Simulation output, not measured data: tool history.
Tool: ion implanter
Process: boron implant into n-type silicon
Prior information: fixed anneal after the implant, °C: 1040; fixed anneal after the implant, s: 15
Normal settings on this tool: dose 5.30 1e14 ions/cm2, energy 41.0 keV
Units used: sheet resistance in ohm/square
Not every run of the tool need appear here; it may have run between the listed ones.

run   hour  dose  energy  read-back reference wafer on the same gauge, sheet resistance  sheet resistance
  1    0.0  5.30    41.0                                                         190.02            205.65
  2   24.4  5.30    41.0                                                         190.10            205.41
  3   51.3  4.88    41.0                                                         190.02            220.97
  4   78.4  4.88    41.0                                                         189.93            221.73
  5   95.1  5.30    41.0                                                         190.13            206.49
  6  123.0  5.30    41.0                                                         189.85            205.77
  7  150.9  5.30    41.0                                                         190.01            207.48
     191.5  -- Faraday cup replaced and dose calibrated
  8  192.0  4.20    41.0                                                         190.09            242.80
  9  198.4  5.30    44.5                                                         190.08            197.96
 10  218.7  5.30    44.5                                                         190.00            198.62
 11  246.9  5.30    44.5                                                         189.99            198.77
 12  280.8  5.30    34.5                                                         190.11            205.84
 13  311.4  5.30    34.5                                                         189.94            202.46
 14  334.1  5.30    41.0                                                         189.88            200.29
 15  347.6  4.34    35.0                                                         189.89            241.42
 16  366.0  5.30    53.5                                                         190.12            195.23
 17  430.0  5.30    41.0                                                         189.87            202.47
 18  468.0  4.68    45.0                                                         190.08            221.16
 19  500.7  5.30    41.0                                                         190.07            201.89
 20  515.8  5.30    33.5                                                         189.98            205.94
     524.2  -- extraction supply calibrated
 21  546.6  5.30    41.0                                                         190.02            201.33
 22  566.5  6.06    35.0                                                         189.95            183.39
 23  591.9  5.76    47.0                                                         189.92            186.13
     630.8  -- gauge calibrated
 24  654.1  5.76    47.0                                                         190.05            187.28
 25  671.6  5.30    41.0                                                         189.85            204.65
 26  700.9  5.30    41.0                                                         189.98            202.32
 27  715.7  4.48    48.5                                                         189.79            229.11
 28  743.5  6.82    55.0                                                         189.91            159.57
 29  766.2  6.07    41.0                                                         190.00            180.19
 30  790.4  5.30    41.0                                                         190.16            203.07
 31  806.9  4.56    48.0                                                         190.14            228.09
 32  832.5  3.87    47.0                                                         190.04            258.10
 33  846.2  5.30    27.5                                                         190.00            212.50

What will run 34 give?
 34  866.3  4.12    41.0                                                              ?                 ?

{"run 34": {"read-back reference wafer on the same gauge, sheet resistance": 189.94, "sheet resistance": 250.6}}
Were there no unlogged condition in the tool, this run, its random variation unchanged, would have produced sheet resistance 246.11 ohm/square.

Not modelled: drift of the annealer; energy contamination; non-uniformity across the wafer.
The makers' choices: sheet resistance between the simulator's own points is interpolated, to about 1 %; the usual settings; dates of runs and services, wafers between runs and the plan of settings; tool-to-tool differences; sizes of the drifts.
